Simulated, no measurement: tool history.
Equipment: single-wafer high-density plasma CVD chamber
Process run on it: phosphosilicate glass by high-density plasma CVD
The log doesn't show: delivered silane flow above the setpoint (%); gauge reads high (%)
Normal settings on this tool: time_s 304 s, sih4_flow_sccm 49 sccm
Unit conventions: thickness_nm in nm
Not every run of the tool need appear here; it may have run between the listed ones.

run,day,time_s,sih4_flow_sccm,wafers since the last listed run,hours since the silane flow controller was replaced,hours since the gauge calibration,"read-back reference wafer on the same gauge, thickness_nm",thickness_nm
1,0.000,304,49,0,3566.1,806.4,1360.167,1460.731
2,1.271,304,49,142,3596.6,836.9,1360.229,1456.199
3,2.554,304,49,144,3627.4,867.7,1359.147,1456.946
4,3.567,304,49,113,3651.7,892.0,1360.010,1456.902
5,4.846,304,49,143,3682.4,922.7,1360.304,1458.855
6,5.921,304,49,120,3708.2,948.5,1361.076,1452.916
7,6.646,304,49,81,3725.6,965.9,1360.468,1451.960
8,7.242,304,49,66,3739.9,980.2,1359.392,1456.036
9,7.796,304,49,62,3753.2,993.5,1358.858,1454.904
10,8.408,304,53,68,3767.9,1008.2,1360.378,1543.012
11,9.108,304,53,78,3784.7,1025.0,1359.855,1544.249
12,10.175,304,53,119,3810.3,1050.6,1360.492,1546.808
13,11.538,304,49,153,3843.0,1083.3,1359.849,1452.777
14,12.229,304,49,77,3859.6,1099.9,1360.295,1454.424
15,13.246,304,49,114,3884.0,1124.3,1359.656,1455.775
16,14.042,304,49,89,3903.1,1143.4,1360.466,1451.066
17,15.458,304,49,159,3937.1,1177.4,1360.194,1451.238
18,16.608,304,49,129,3964.7,1205.0,1360.357,1451.962
19,17.988,304,49,155,3997.8,1238.1,1360.022,1444.607
20,19.192,304,49,135,4026.7,1267.0,1361.260,1446.449
# day 19.529: gauge calibrated
21,19.912,360,43,81,4044.0,9.2,1359.722,1561.345
22,20.488,356,49,64,4057.8,23.0,1359.563,1693.767
23,21.050,304,49,63,4071.3,36.5,1359.627,1445.776
24,21.721,255,56,75,4087.4,52.6,1359.542,1344.218
25,23.058,304,49,150,4119.5,84.7,1360.085,1446.160
26,23.925,363,41,97,4140.3,105.5,1359.776,1521.488
27,24.575,248,49,73,4155.9,121.1,1359.442,1180.825
28,25.212,276,46,71,4171.2,136.4,1361.070,1256.786
29,25.842,250,43,70,4186.3,151.5,1359.896,1080.299
30,27.196,321,58,152,4218.8,184.0,1360.476,1731.229
# day 28.062: silane flow controller replaced
31,28.083,304,49,62,0.5,205.3,1359.297,1498.209
32,28.354,304,49,30,7.0,211.8,1359.419,1496.646
33,29.638,304,49,144,37.8,242.6,1359.761,1498.177
34,31.279,304,49,184,77.2,282.0,1360.199,1495.588
35,32.254,304,49,109,100.6,305.4,1359.882,1498.673
36,33.221,304,49,108,123.8,328.6,1360.115,1493.977
37,33.975,346,54,84,141.9,346.7,1359.161,1836.466
38,36.625,277,57,297,205.5,410.3,1360.183,1531.704
39,37.517,355,39,100,226.9,431.7,1360.276,1484.111
40,38.950,262,44,161,261.3,466.1,1359.925,1191.255

Here are 4 independent what-if runs from the current tool condition. What would each one return?
A,38.971,304,57,2,261.8,466.6,?,?
B,38.971,365,49,2,261.8,466.6,?,?
C,38.971,343,41,2,261.8,466.6,?,?
D,38.971,272,49,2,261.8,466.6,?,?

run,"read-back reference wafer on the same gauge, thickness_nm",thickness_nm
A,1359.717,1678.014
B,1359.717,1796.603
C,1359.717,1483.343
D,1359.717,1338.838
Take away the tool's hidden state, keep each run's random variation, and the runs would have read:
run,thickness_nm
A,1680.023
B,1798.754
C,1485.120
D,1340.441
